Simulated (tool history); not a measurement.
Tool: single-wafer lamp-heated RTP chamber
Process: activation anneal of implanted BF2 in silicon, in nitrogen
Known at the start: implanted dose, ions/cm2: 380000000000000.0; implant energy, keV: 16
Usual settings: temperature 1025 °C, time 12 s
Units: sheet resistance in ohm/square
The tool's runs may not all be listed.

run     day  temperature  time  read-back reference wafer on the same gauge, sheet resistance  sheet resistance
  1       0         1025     9                                                         399.98            337.38
  2   0.946         1025     9                                                         400.02            335.67
  3   2.179         1025     9                                                            400            335.13
  4     2.9         1025    12                                                         399.99            334.19
  5   3.721         1025    12                                                         400.16            333.39
  6   4.267         1025    14                                                         400.09            332.15
  7   5.321         1025    12                                                         400.09            333.24
  8   6.021         1025    12                                                         400.15            332.32
  9   6.988         1017    12                                                         399.99            333.84
 10   8.296         1017    12                                                         399.98            337.63
 11   9.375         1025    12                                                         399.97            335.86
 12  10.296         1025    12                                                         400.07            335.68
 13  11.204         1046    12                                                         399.83            328.73
 14  13.517         1046    12                                                         400.02            329.12
 15  14.358         1025    12                                                         399.92             335.9
 16  15.796         1039    12                                                         400.04            331.62
 17  16.608         1044     6                                                         399.94            336.68
 18  17.129         1016    17                                                         399.81            335.09
 19  19.458         1052    17                                                         400.16            322.59
 20  20.671         1025    12                                                         400.01            334.38
 21  21.996         1025     8                                                            400            336.25
 22  22.912         1008     5                                                            400            347.38
 23  24.108         1052    19                                                          399.9            319.83
 24    25.1         1042     8                                                         400.19            333.77
 25  26.242         1025    12                                                         400.11            336.56
 26  30.025         1050     7                                                         400.02            333.87
 27  30.679         1017    10                                                         400.06            339.65
 28  31.842         1004    16                                                         399.98            340.05
 29  32.808         1025    12                                                         400.11            336.31
 30  34.304         1025    12                                                         399.95            334.49
 31  35.583         1025    19                                                         400.08            331.12

Not shown: 7 entries that the log had between the listed runs. Between which runs, and how does the tool's hidden state differ before and after?
Between runs 6 and 7: pyrometer window cleaned and pyrometer calibrated (day 5.083)
  wafer temperature error from the tarnished reflector plate, K: 7.16 -> 7.93
  measured less the result without the state, sheet resistance: -2.22 -> -2.34 ohm/square
Between runs 9 and 10: reflector plate cleaned (day 8.025)
  wafer temperature error from the tarnished reflector plate, K: 9.25 -> 0.208
  measured less the result without the state, sheet resistance: -2.55 -> -0.05 ohm/square
Between runs 14 and 15: pyrometer window cleaned and pyrometer calibrated (day 14.3)
  wafer temperature error from the tarnished reflector plate, K: 0.827 -> 1.03
  measured less the result without the state, sheet resistance: -0.25 -> -0.3 ohm/square
Between runs 21 and 22: pyrometer window cleaned and pyrometer calibrated (day 22.479)
  wafer temperature error from the tarnished reflector plate, K: 4.22 -> 4.77
  measured less the result without the state, sheet resistance: -1.18 -> -1.81 ohm/square
Between runs 23 and 24: reflector plate cleaned (day 25.079)
  wafer temperature error from the tarnished reflector plate, K: 5.53 -> 0.263
  measured less the result without the state, sheet resistance: -1.53 -> -0.07 ohm/square
Between runs 24 and 25: gauge calibrated (day 25.708)
  wafer temperature error from the tarnished reflector plate, K: 0.263 -> 0.29
  measured less the result without the state, sheet resistance: -0.07 -> -0.08 ohm/square
Between runs 26 and 27: pyrometer window cleaned and pyrometer calibrated (day 30.658)
  wafer temperature error from the tarnished reflector plate, K: 0.766 -> 0.908
  measured less the result without the state, sheet resistance: -0.22 -> -0.25 ohm/square
